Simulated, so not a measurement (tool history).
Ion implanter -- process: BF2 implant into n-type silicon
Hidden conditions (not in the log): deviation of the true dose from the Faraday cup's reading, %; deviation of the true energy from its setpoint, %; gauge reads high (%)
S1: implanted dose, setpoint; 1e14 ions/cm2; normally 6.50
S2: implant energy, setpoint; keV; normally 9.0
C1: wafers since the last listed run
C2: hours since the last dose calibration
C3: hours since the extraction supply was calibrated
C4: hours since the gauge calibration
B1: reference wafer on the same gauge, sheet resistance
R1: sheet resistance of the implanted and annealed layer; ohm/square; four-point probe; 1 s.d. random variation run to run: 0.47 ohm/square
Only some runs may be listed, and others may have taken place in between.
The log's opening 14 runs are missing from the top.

Run 15, day 15.267: usual settings; C1 801; C2 1180.4; C3 4089.1; C4 487.1; B1 255.90. Result: R1 220.49 ohm/square.
Run 16, day 16.754: usual settings but S1 7.47 1e14 ions/cm2; C1 1051; C2 1216.1; C3 4124.8; C4 522.8; B1 255.70. Result: R1 200.62 ohm/square.
At day 17.592: extraction supply calibrated.
Run 17, day 18.183: usual settings but S1 5.60 1e14 ions/cm2, S2 7.0 keV; C1 774; C2 1250.4; C3 14.2; C4 557.1; B1 255.97. Result: R1 258.47 ohm/square.
Run 18, day 19.638: usual settings but S1 5.60 1e14 ions/cm2, S2 7.0 keV; C1 1028; C2 1285.3; C3 49.1; C4 592.0; B1 256.06. Result: R1 258.05 ohm/square.
Run 19, day 21.046: usual settings; C1 995; C2 1319.1; C3 82.9; C4 625.8; B1 255.95. Result: R1 219.98 ohm/square.
Run 20, day 22.417: usual settings but S1 5.43 1e14 ions/cm2, S2 10.0 keV; C1 969; C2 1352.0; C3 115.8; C4 658.7; B1 256.15. Result: R1 244.55 ohm/square.
Run 21, day 23.471: usual settings; C1 745; C2 1377.3; C3 141.1; C4 684.0; B1 256.04. Result: R1 220.25 ohm/square.
Run 22, day 24.704: usual settings; C1 872; C2 1406.9; C3 170.7; C4 713.6; B1 256.16. Result: R1 220.92 ohm/square.
Run 23, day 25.379: usual settings but S1 4.62 1e14 ions/cm2, S2 8.0 keV; C1 477; C2 1423.1; C3 186.9; C4 729.8; B1 256.00. Result: R1 287.01 ohm/square.
Run 24, day 26.458: usual settings but S1 5.17 1e14 ions/cm2, S2 10.5 keV; C1 763; C2 1449.0; C3 212.8; C4 755.7; B1 255.95. Result: R1 252.84 ohm/square.
Run 25, day 27.375: usual settings but S1 8.05 1e14 ions/cm2, S2 11.0 keV; C1 648; C2 1471.0; C3 234.8; C4 777.7; B1 255.99. Result: R1 183.35 ohm/square.
Run 26, day 28.688: usual settings but S2 10.0 keV; C1 928; C2 1502.5; C3 266.3; C4 809.2; B1 256.02. Result: R1 216.17 ohm/square.
Run 27, day 31.058: usual settings but S1 7.87 1e14 ions/cm2, S2 6.5 keV; C1 1676; C2 1559.4; C3 323.2; C4 866.1; B1 255.88. Result: R1 212.43 ohm/square.
Run 28, day 31.567: usual settings; C1 359; C2 1571.6; C3 335.4; C4 878.3; B1 255.91. Result: R1 222.37 ohm/square.
At day 32.321: Faraday cup replaced and dose calibrated.
Run 29, day 32.342: usual settings; C1 312; C2 0.5; C3 354.0; C4 896.9; B1 256.14. Result: R1 217.20 ohm/square.
At day 32.817: gauge calibrated.
Run 30, day 33.754: usual settings but S2 8.0 keV; C1 998; C2 34.4; C3 387.9; C4 22.5; B1 255.96. Result: R1 222.79 ohm/square.

Expected results for the next run?
Run 31, day 34.675: usual settings but S1 7.72 1e14 ions/cm2, S2 6.0 keV; C1 651; C2 56.5; C3 410.0; C4 44.6; B1 ?. Result: R1 ?.

Logged for run 31: B1 256.08, R1 214.97 ohm/square.
Take away the tool's hidden state, keep the run-to-run variation as it was, and the same run would have given R1 214.95 ohm/square.
